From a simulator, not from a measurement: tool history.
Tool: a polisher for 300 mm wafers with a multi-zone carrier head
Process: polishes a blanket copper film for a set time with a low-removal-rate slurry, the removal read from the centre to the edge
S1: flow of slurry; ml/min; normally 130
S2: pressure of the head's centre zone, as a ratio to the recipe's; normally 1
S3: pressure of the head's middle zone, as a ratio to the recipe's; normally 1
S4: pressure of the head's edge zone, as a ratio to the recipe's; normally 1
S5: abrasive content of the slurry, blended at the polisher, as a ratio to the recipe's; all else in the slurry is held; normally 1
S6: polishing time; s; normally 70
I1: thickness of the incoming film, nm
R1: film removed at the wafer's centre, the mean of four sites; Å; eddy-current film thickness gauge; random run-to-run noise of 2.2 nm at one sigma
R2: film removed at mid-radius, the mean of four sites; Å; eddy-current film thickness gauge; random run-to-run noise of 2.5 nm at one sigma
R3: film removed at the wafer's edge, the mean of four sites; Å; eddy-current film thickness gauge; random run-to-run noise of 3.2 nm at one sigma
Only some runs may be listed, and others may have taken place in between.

run	hour	S1	S2	S3	S4	S5	S6	I1	R1	R2	R3
1	0	130	1	1	1	1	70	1036.8	2980	3459	3408
2	7.9	130	1	1	1	1	70	1012.8	2934	3413	3458
3	53.4	130	1	1	1	1	70	1021	2940	3413	3436
4	75.3	130	1	1	1	1	70	1021.5	2902	3401	3451
5	102.2	130	1	1	1	1	70	1010	3377	3368	3510
6	110.9	130	1	1	1	1	75	1010.8	3578	3632	3659
7	119.5	130	1	1	1	1	75	1037.5	3552	3638	3707
8	125.5	130	1	1	1.04	1	70	1019.6	3294	3377	3528
9	134.6	130	1	1	1.04	1	70	1034	3314	3421	3508
10	140.9	130	1	1	1	1	70	1030.2	3297	3460	3460
11	148.6	130	0.89	1	1	1	51	1023	2132	2481	2504
12	157.4	130	1	1	1	1	70	1020.7	3312	3384	3420
13	175.1	130	1	1	1	1	70	1033.9	3246	3408	3426
14	189.7	130	1	1	1.06	1.3	82	1016.9	4093	4332	4462
15	207.1	105	0.89	0.91	1	1	70	1026.1	2718	3082	3370
16	220.1	130	1	1	1	1	70	1022.4	3188	3402	3424
17	236.8	130	1	1	1.08	1	70	1027.1	3134	3387	3525
18	250.9	90	1	0.94	1	1	47	1023	1961	2066	2192
19	258	110	1	1	1	1.25	70	1030	3236	3554	3610
20	273.5	130	1	1	1.05	0.85	63	1022.4	2685	2881	3005

Taken out of this log: 9 entries between the listed runs. Where each belongs, and how the hidden state differs across it:
In the gap between runs 1 and 2: worn pad replaced by a new one (hour 3.2)
  no hidden state differs between the two runs
  what was measured, less what the result would be without the hidden state, R1: -408 -> -403 Å
In the gap between runs 3 and 4: worn pad replaced by a new one (hour 74.8)
  no hidden state differs between the two runs
  what was measured, less what the result would be without the hidden state, R1: -411 -> -408 Å
In the gap between runs 4 and 5: centre zone pressure recalibrated (hour 97.8)
  deviation of the centre zone's pressure from its setpoint, %: -12.2 -> -0.362
  what was measured, less what the result would be without the hidden state, R1: -408 -> -13 Å
In the gap between runs 10 and 11: worn pad replaced by a new one (hour 147.6)
  deviation of the centre zone's pressure from its setpoint, %: -2.3 -> -2.65
  what was measured, less what the result would be without the hidden state, R1: -79 -> -60 Å
In the gap between runs 12 and 13: carrier head's membrane replaced by a new one (hour 164.6); edge zone pressure recalibrated (hour 174.6)
  deviation of the centre zone's pressure from its setpoint, %: -3.03 -> -3.76
  what was measured, less what the result would be without the hidden state, R1: -105 -> -128 Å
In the gap between runs 14 and 15: worn pad replaced by a new one (hour 206.6)
  deviation of the centre zone's pressure from its setpoint, %: -4.32 -> -4.94
  what was measured, less what the result would be without the hidden state, R1: -186 -> -144 Å
In the gap between runs 15 and 16: slurry nozzle cleaned (hour 209.5)
  deviation of the centre zone's pressure from its setpoint, %: -4.94 -> -5.37
  what was measured, less what the result would be without the hidden state, R1: -144 -> -183 Å
In the gap between runs 19 and 20: worn pad replaced by a new one (hour 266.1)
  deviation of the centre zone's pressure from its setpoint, %: -6.51 -> -6.92
  what was measured, less what the result would be without the hidden state, R1: -227 -> -201 Å

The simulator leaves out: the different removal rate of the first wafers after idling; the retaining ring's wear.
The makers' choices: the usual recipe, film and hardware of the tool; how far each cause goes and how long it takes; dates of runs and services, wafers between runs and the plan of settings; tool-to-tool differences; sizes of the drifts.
